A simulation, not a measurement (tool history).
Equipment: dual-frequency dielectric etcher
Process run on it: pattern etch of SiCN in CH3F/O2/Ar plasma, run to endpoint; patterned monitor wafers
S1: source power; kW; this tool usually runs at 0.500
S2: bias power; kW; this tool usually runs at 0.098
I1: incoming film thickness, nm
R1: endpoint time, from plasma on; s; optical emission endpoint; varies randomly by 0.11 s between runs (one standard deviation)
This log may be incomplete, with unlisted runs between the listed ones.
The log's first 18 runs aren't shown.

run,hour,S1,S2,I1,R1
19,1119.5,0.500,0.091,13.41,31.8
20,1148.4,0.500,0.098,13.50,30.7
21,1205.0,0.450,0.098,13.35,31.0
22,1231.9,0.500,0.098,13.31,30.0
23,1291.3,0.500,0.098,13.32,29.9
24,1341.4,0.600,0.111,13.54,27.3
25,1411.1,0.540,0.098,13.14,28.4
26,1440.5,0.570,0.109,13.42,27.4
# hour 1457.8: source power generator calibrated
# hour 1474.4: wet clean of the chamber
27,1487.8,0.430,0.113,13.28,29.5
28,1593.7,0.500,0.084,13.33,32.6
29,1635.3,0.580,0.086,13.47,31.0
30,1673.8,0.600,0.114,13.45,26.9
31,1716.4,0.620,0.111,13.62,27.3
32,1768.6,0.390,0.112,13.23,29.3
33,1816.5,0.500,0.090,13.40,31.1
# hour 1879.0: wet clean of the chamber
34,1882.1,0.400,0.120,13.31,29.0

Below are 4 alternative next runs, each starting from the tool's condition after run 34. Predict each:
A,1882.5,0.580,0.098,13.36,?
B,1882.5,0.450,0.085,13.36,?
C,1882.5,0.500,0.083,13.36,?
D,1882.5,0.400,0.091,13.36,?

run,R1
A,29.5
B,33.5
C,33.0
D,33.3
Take away the tool's hidden state, keep each run's random variation, and the runs would have read:
run,R1
A,29.1
B,33.0
C,32.6
D,32.8
